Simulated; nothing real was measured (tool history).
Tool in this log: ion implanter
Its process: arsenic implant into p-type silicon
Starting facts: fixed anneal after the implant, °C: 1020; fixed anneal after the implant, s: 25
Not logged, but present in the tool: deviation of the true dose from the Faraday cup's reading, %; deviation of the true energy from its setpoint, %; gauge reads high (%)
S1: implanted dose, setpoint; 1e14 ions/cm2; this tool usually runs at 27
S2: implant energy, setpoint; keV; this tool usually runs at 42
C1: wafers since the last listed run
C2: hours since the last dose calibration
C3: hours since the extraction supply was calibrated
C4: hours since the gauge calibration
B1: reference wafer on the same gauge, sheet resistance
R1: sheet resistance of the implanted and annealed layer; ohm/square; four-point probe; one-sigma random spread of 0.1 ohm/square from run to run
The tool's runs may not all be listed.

run 1 hour=0 | S1=21.39 S2=42 | C1=0 C2=1374.4 C3=4930.7 C4=64.9 | B1=62.9 | R1=75.25
run 2 hour=9.7 | S1=21.39 S2=42 | C1=404 C2=1384.1 C3=4940.4 C4=74.6 | B1=62.89 | R1=75.31
-- hour=15.2 gauge calibrated
run 3 hour=18.8 | S1=27 S2=42 | C1=379 C2=1393.2 C3=4949.5 C4=3.6 | B1=62.91 | R1=69.49
run 4 hour=32.9 | S1=27 S2=42 | C1=588 C2=1407.3 C3=4963.6 C4=17.7 | B1=62.92 | R1=69.38
run 5 hour=39.1 | S1=27 S2=42 | C1=258 C2=1413.5 C3=4969.8 C4=23.9 | B1=62.92 | R1=69.48
run 6 hour=51.1 | S1=20.55 S2=42 | C1=500 C2=1425.5 C3=4981.8 C4=35.9 | B1=62.93 | R1=76.52
run 7 hour=59.4 | S1=27 S2=42 | C1=346 C2=1433.8 C3=4990.1 C4=44.2 | B1=62.89 | R1=69.45
run 8 hour=70.4 | S1=27 S2=42 | C1=458 C2=1444.8 C3=5001.1 C4=55.2 | B1=62.89 | R1=69.48
-- hour=83.6 extraction supply calibrated
run 9 hour=88.2 | S1=23.72 S2=52.5 | C1=408 C2=1462.6 C3=4.6 C4=73 | B1=62.89 | R1=66.32
run 10 hour=95.6 | S1=27 S2=42 | C1=308 C2=1470 C3=12 C4=80.4 | B1=62.88 | R1=69.67
-- hour=104.5 Faraday cup replaced and dose calibrated
-- hour=106.5 gauge calibrated
run 11 hour=111.3 | S1=29.69 S2=42 | C1=321 C2=6.8 C3=27.7 C4=4.8 | B1=62.92 | R1=67.54
run 12 hour=121.8 | S1=27 S2=34.5 | C1=438 C2=17.3 C3=38.2 C4=15.3 | B1=62.9 | R1=75.33
run 13 hour=128.4 | S1=24.69 S2=56 | C1=275 C2=23.9 C3=44.8 C4=21.9 | B1=62.9 | R1=63.71
run 14 hour=135.8 | S1=32.19 S2=47.5 | C1=308 C2=31.3 C3=52.2 C4=29.3 | B1=62.88 | R1=62.57
run 15 hour=146 | S1=27 S2=42 | C1=425 C2=41.5 C3=62.4 C4=39.5 | B1=62.9 | R1=69.53
run 16 hour=155.4 | S1=27 S2=42 | C1=392 C2=50.9 C3=71.8 C4=48.9 | B1=62.9 | R1=69.54

Each row is a separate what-if for the run after 16, all from the same tool condition, not one after another. Results?
run A hour=155.8 | S1=27 S2=53.5 | C1=16 C2=51.3 C3=72.2 C4=49.3 | B1=? | R1=?
run B hour=155.8 | S1=32.65 S2=48 | C1=16 C2=51.3 C3=72.2 C4=49.3 | B1=? | R1=?
run C hour=155.8 | S1=21.55 S2=28 | C1=16 C2=51.3 C3=72.2 C4=49.3 | B1=? | R1=?

run=A B1=62.91 R1=62.64
run=B B1=62.91 R1=62.24
run=C B1=62.91 R1=86.25
Without the tool's hidden state the same runs would have given:
run=A R1=62.64
run=B R1=62.24
run=C R1=86.25

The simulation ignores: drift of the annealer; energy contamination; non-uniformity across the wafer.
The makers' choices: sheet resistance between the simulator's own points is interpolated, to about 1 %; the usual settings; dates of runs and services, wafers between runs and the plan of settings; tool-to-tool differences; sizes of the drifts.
